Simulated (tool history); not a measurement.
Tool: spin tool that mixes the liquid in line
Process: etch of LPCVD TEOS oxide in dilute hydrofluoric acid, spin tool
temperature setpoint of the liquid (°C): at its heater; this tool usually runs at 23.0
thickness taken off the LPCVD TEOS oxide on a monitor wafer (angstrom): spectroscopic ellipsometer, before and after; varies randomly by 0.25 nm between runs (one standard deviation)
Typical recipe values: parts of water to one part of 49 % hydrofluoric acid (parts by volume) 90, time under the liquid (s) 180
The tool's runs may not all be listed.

run,hour,temperature setpoint of the liquid (°C),parts of water to one part of 49 % hydrofluoric acid (parts by volume),time under the liquid (s),"read-back film thickness of the LPCVD TEOS oxide reference wafer, read on the same gauge (nm)",thickness taken off the LPCVD TEOS oxide on a monitor wafer (angstrom)
1,0.0,23.0,90,180,150.04,547.7
2,51.2,23.0,90,180,149.99,550.5
3,155.9,23.0,90,180,149.94,548.1
# hour 227.8: thermometer replaced
4,247.5,23.0,90,180,150.00,549.3
5,298.8,25.5,90,130,150.02,437.5
# hour 355.1: hydrofluoric acid flow meter replaced
6,392.6,25.5,90,130,149.99,436.6
7,438.2,23.0,120,120,149.94,265.8
8,502.9,23.0,120,120,150.00,265.0
9,543.3,23.0,90,225,150.06,684.5
10,585.0,21.5,130,130,149.97,247.1
11,623.9,26.0,125,180,150.02,421.2
12,677.2,23.0,55,125,149.99,647.3
# hour 768.5: gauge calibrated
13,771.6,23.0,135,145,150.01,280.4
# hour 824.6: thermometer replaced
14,836.7,23.0,90,180,149.95,546.6
15,916.4,23.0,90,95,150.05,289.7
16,1010.9,23.0,90,180,150.01,555.0
17,1098.8,23.0,105,180,150.06,463.0
18,1145.7,23.0,90,215,149.98,658.0

5 options for the next run, each taken on its own from the tool as it stands now. Forecast them:
A,1146.2,23.0,60,180,?,?
B,1146.2,23.0,130,245,?,?
C,1146.2,23.0,55,80,?,?
D,1146.2,23.0,110,180,?,?
E,1146.2,23.0,50,240,?,?

run,"read-back film thickness of the LPCVD TEOS oxide reference wafer, read on the same gauge (nm)",thickness taken off the LPCVD TEOS oxide on a monitor wafer (angstrom)
A,149.95,860.1
B,149.95,496.4
C,149.95,419.7
D,149.95,441.2
E,149.95,1393.9
Without the tool's unlogged condition, the same runs would have read:
run,thickness taken off the LPCVD TEOS oxide on a monitor wafer (angstrom)
A,860.1
B,496.4
C,419.7
D,441.2
E,1393.9
